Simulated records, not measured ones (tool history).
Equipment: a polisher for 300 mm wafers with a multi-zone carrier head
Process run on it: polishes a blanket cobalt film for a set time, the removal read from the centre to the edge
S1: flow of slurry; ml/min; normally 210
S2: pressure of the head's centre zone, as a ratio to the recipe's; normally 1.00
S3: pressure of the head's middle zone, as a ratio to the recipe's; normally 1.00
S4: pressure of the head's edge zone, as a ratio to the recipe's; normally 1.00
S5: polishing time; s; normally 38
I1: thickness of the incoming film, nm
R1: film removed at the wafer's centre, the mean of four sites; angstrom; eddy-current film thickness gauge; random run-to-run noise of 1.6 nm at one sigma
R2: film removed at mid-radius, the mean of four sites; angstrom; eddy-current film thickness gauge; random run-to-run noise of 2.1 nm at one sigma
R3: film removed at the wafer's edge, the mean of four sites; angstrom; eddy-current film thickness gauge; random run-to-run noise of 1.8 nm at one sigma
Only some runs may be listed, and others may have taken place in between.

run	day	S1	S2	S3	S4	S5	I1	R1	R2	R3
1	0.000	210	1.00	1.00	1.00	38	774.3	1688	1750	1701
# day 0.458: worn pad replaced by a new one
2	0.762	210	1.00	1.00	1.00	38	772.7	1703	1755	1698
3	1.892	210	1.00	1.00	1.00	38	767.0	1669	1754	1727
4	2.429	210	1.00	1.00	1.00	38	761.5	1685	1729	1725
5	3.258	210	1.00	1.00	1.00	38	781.1	1709	1758	1748
6	4.100	240	0.90	0.94	1.00	46	781.5	1898	2081	2105
7	5.167	210	1.00	1.00	1.00	38	770.6	1674	1727	1692
8	6.371	210	1.00	1.00	1.00	38	777.4	1681	1757	1719
# day 7.854: worn pad replaced by a new one
9	7.875	210	1.00	1.00	1.00	38	772.0	1628	1733	1687
# day 8.575: carrier head's membrane replaced by a new one
10	8.596	210	1.00	1.00	1.00	38	764.0	1648	1729	1693
11	9.333	210	1.00	1.00	1.00	38	774.2	1629	1733	1670
# day 10.117: edge zone pressure recalibrated
12	10.762	280	0.96	1.00	1.11	38	761.6	1637	1806	1824
# day 11.758: centre zone pressure recalibrated
# day 12.829: slurry nozzle cleaned
13	13.950	210	1.00	1.00	1.00	38	766.0	1709	1785	1721
# day 14.933: worn pad replaced by a new one
14	14.954	260	1.00	1.00	1.00	38	769.4	1756	1765	1755
15	15.929	260	1.05	1.09	1.11	38	779.0	1795	2011	1872
16	16.754	255	1.00	1.00	1.00	38	771.9	1741	1795	1771
17	17.850	210	1.00	1.00	0.93	47	772.9	2120	2133	2050
18	18.471	260	0.94	1.00	1.00	25	758.7	1112	1181	1147
19	19.088	185	0.91	1.00	0.91	27	770.9	1075	1222	1151
20	19.771	210	1.00	1.00	1.00	29	771.4	1278	1362	1312
21	21.112	210	0.90	1.00	1.00	38	769.7	1582	1785	1708
# day 22.275: worn pad replaced by a new one
22	22.500	210	1.00	1.00	1.00	38	769.0	1672	1736	1717

Branching from run 22: 4 alternative next runs. What would each branch give?
A	22.517	210	1.00	1.00	1.00	28	759.3	?	?	?
B	22.517	210	1.00	1.00	1.00	44	759.3	?	?	?
C	22.517	210	1.00	1.00	0.93	31	759.3	?	?	?
D	22.517	210	0.94	0.93	1.00	45	759.3	?	?	?

run	R1	R2	R3
A	1247	1307	1248
B	1960	2054	1962
C	1381	1447	1339
D	1900	1977	2008
What these runs would have given with no unlogged condition in the tool:
run	R1	R2	R3
A	1267	1326	1261
B	1991	2083	1982
C	1403	1468	1353
D	1930	2005	2029

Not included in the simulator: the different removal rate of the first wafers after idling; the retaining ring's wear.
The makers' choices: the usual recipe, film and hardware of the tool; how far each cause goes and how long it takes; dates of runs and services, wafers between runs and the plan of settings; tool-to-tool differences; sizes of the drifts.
